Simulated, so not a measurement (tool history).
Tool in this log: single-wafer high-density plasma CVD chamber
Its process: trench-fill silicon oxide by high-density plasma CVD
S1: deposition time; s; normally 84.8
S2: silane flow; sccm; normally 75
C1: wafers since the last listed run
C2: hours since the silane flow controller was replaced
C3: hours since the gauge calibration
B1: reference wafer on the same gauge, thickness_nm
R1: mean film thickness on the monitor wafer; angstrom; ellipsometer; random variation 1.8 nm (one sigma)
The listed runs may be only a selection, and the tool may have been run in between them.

run 1 day=0 | S1=97 S2=75 | C1=0 C2=2693.1 C3=464.5 | B1=489.775 | R1=6879.86
run 2 day=4.25 | S1=97 S2=75 | C1=1284 C2=2795.1 C3=566.5 | B1=490.237 | R1=6918.62
run 3 day=7.542 | S1=84.8 S2=63 | C1=994 C2=2874.1 C3=645.5 | B1=490.359 | R1=5066.97
run 4 day=9.642 | S1=84.8 S2=75 | C1=634 C2=2924.5 C3=695.9 | B1=489.803 | R1=6054.01
run 5 day=12.183 | S1=84.8 S2=75 | C1=768 C2=2985.5 C3=756.9 | B1=490.118 | R1=6043.06
run 6 day=16.121 | S1=84.8 S2=83 | C1=1189 C2=3080 C3=851.4 | B1=490.397 | R1=6709.86
run 7 day=19.921 | S1=84.8 S2=83 | C1=1148 C2=3171.2 C3=942.6 | B1=490.153 | R1=6725.63
run 8 day=24.25 | S1=91.6 S2=69 | C1=1308 C2=3275.1 C3=1046.5 | B1=489.53 | R1=6093.36
run 9 day=26.021 | S1=72.9 S2=64 | C1=535 C2=3317.6 C3=1089 | B1=489.71 | R1=4489.21
run 10 day=30.446 | S1=78.2 S2=75 | C1=1337 C2=3423.8 C3=1195.2 | B1=490.208 | R1=5659.76
run 11 day=34.175 | S1=92 S2=61 | C1=1126 C2=3513.3 C3=1284.7 | B1=489.616 | R1=5437.31
-- day=36.646 silane flow controller replaced
run 12 day=38.221 | S1=84.8 S2=61 | C1=1121 C2=37.8 C3=1381.8 | B1=490.451 | R1=4721.77
-- day=41.121 gauge calibrated
run 13 day=42.108 | S1=97.1 S2=89 | C1=1174 C2=131.1 C3=23.7 | B1=490.286 | R1=7876.31
run 14 day=45.662 | S1=84.8 S2=75 | C1=1074 C2=216.4 C3=109 | B1=489.99 | R1=5846.39
run 15 day=58.679 | S1=97 S2=75 | C1=3933 C2=528.8 C3=421.4 | B1=490.252 | R1=6620.43

Predict each of these 4 candidate next runs independently; none follows another, all start after run 15:
run A day=58.696 | S1=84.8 S2=75 | C1=5 C2=529.2 C3=421.8 | B1=? | R1=?
run B day=58.696 | S1=77.3 S2=67 | C1=5 C2=529.2 C3=421.8 | B1=? | R1=?
run C day=58.696 | S1=75.7 S2=69 | C1=5 C2=529.2 C3=421.8 | B1=? | R1=?
run D day=58.696 | S1=84.8 S2=90 | C1=5 C2=529.2 C3=421.8 | B1=? | R1=?

run=A B1=490.26 R1=5787.77
run=B B1=490.26 R1=4713.12
run=C B1=490.26 R1=4753.34
run=D B1=490.26 R1=6945.32
What these runs would have given with no unlogged condition in the tool:
run=A R1=5787.05
run=B R1=4712.53
run=C R1=4752.75
run=D R1=6944.45
